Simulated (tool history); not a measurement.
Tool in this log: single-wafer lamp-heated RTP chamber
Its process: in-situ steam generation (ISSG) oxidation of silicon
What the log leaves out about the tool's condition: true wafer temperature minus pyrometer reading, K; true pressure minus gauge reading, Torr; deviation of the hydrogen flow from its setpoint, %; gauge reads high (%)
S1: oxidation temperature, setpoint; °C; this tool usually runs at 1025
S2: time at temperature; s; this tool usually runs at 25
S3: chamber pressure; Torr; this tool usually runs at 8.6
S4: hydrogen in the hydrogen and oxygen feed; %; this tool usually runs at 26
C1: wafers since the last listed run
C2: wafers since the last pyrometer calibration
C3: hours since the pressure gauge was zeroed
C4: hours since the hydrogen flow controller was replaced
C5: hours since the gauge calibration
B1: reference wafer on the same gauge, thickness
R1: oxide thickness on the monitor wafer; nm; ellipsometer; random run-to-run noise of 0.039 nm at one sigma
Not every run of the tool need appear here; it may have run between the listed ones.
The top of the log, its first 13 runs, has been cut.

run 14 hour=328.8 | S1=1017 S2=28 S3=9.2 S4=26 | C1=144 C2=5037 C3=231.2 C4=6546.8 C5=731.9 | B1=6.455 | R1=7.571
run 15 hour=366.9 | S1=1013 S2=35 S3=9.7 S4=20 | C1=449 C2=5486 C3=269.3 C4=6584.9 C5=770 | B1=6.447 | R1=7.789
run 16 hour=396.9 | S1=1025 S2=25 S3=8.6 S4=26 | C1=353 C2=5840 C3=299.3 C4=6614.9 C5=800 | B1=6.442 | R1=7.477
run 17 hour=427.2 | S1=1025 S2=25 S3=8.6 S4=26 | C1=357 C2=6197 C3=329.6 C4=6645.2 C5=830.3 | B1=6.453 | R1=7.549
-- hour=445.6 hydrogen flow controller replaced
run 18 hour=452.4 | S1=1025 S2=25 S3=8.6 S4=26 | C1=202 C2=6400 C3=354.8 C4=6.8 C5=855.5 | B1=6.45 | R1=7.562
run 19 hour=483.7 | S1=1025 S2=25 S3=8.6 S4=26 | C1=368 C2=6769 C3=386.1 C4=38.1 C5=886.8 | B1=6.458 | R1=7.475
run 20 hour=495.8 | S1=1025 S2=16 S3=9.5 S4=22 | C1=142 C2=6911 C3=398.2 C4=50.2 C5=898.9 | B1=6.464 | R1=5.735
run 21 hour=509.8 | S1=1025 S2=25 S3=8.6 S4=22 | C1=165 C2=7076 C3=412.2 C4=64.2 C5=912.9 | B1=6.46 | R1=7.208
-- hour=515 gauge calibrated
-- hour=519.7 pyrometer window cleaned and pyrometer calibrated
run 22 hour=534.1 | S1=1043 S2=32 S3=7.6 S4=22 | C1=192 C2=169 C3=436.5 C4=88.5 C5=19.1 | B1=6.447 | R1=8.854
run 23 hour=568.9 | S1=1025 S2=25 S3=8 S4=23 | C1=410 C2=579 C3=471.3 C4=123.3 C5=53.9 | B1=6.45 | R1=7.125
run 24 hour=582 | S1=1045 S2=25 S3=10 S4=32 | C1=154 C2=734 C3=484.4 C4=136.4 C5=67 | B1=6.446 | R1=8.412
run 25 hour=607.9 | S1=1034 S2=25 S3=9.5 S4=26 | C1=305 C2=1039 C3=510.3 C4=162.3 C5=92.9 | B1=6.442 | R1=7.686
run 26 hour=639.5 | S1=1025 S2=25 S3=8.6 S4=26 | C1=372 C2=1411 C3=541.9 C4=193.9 C5=124.5 | B1=6.441 | R1=7.386
run 27 hour=683.7 | S1=1007 S2=17 S3=9.6 S4=32 | C1=520 C2=1932 C3=586.1 C4=238.1 C5=168.7 | B1=6.469 | R1=5.844
run 28 hour=711.1 | S1=1025 S2=25 S3=8.6 S4=26 | C1=322 C2=2255 C3=613.5 C4=265.5 C5=196.1 | B1=6.461 | R1=7.485
run 29 hour=740.8 | S1=1038 S2=22 S3=8.6 S4=30 | C1=350 C2=2605 C3=643.2 C4=295.2 C5=225.8 | B1=6.451 | R1=7.738
run 30 hour=830.8 | S1=1011 S2=19 S3=8.6 S4=18 | C1=1060 C2=3666 C3=733.2 C4=385.2 C5=315.8 | B1=6.446 | R1=5.581

5 ways to go on from here, each from the tool as it stands after run 30. What would each give?
run A hour=831.2 | S1=1025 S2=25 S3=8.6 S4=26 | C1=4 C2=3671 C3=733.6 C4=385.6 C5=316.2 | B1=? | R1=?
run B hour=831.2 | S1=1025 S2=25 S3=9.6 S4=26 | C1=4 C2=3671 C3=733.6 C4=385.6 C5=316.2 | B1=? | R1=?
run C hour=831.2 | S1=1025 S2=25 S3=9.2 S4=26 | C1=4 C2=3671 C3=733.6 C4=385.6 C5=316.2 | B1=? | R1=?
run D hour=831.2 | S1=1025 S2=25 S3=8.6 S4=20 | C1=4 C2=3671 C3=733.6 C4=385.6 C5=316.2 | B1=? | R1=?
run E hour=831.2 | S1=1025 S2=30 S3=8.6 S4=32 | C1=4 C2=3671 C3=733.6 C4=385.6 C5=316.2 | B1=? | R1=?

run=A B1=6.453 R1=7.464
run=B B1=6.453 R1=7.353
run=C B1=6.453 R1=7.404
run=D B1=6.453 R1=7.03
run=E B1=6.453 R1=8.614
With the hidden condition removed and each run's random variation left untouched, the same runs would have given:
run=A R1=7.273
run=B R1=7.165
run=C R1=7.215
run=D R1=6.851
run=E R1=8.387

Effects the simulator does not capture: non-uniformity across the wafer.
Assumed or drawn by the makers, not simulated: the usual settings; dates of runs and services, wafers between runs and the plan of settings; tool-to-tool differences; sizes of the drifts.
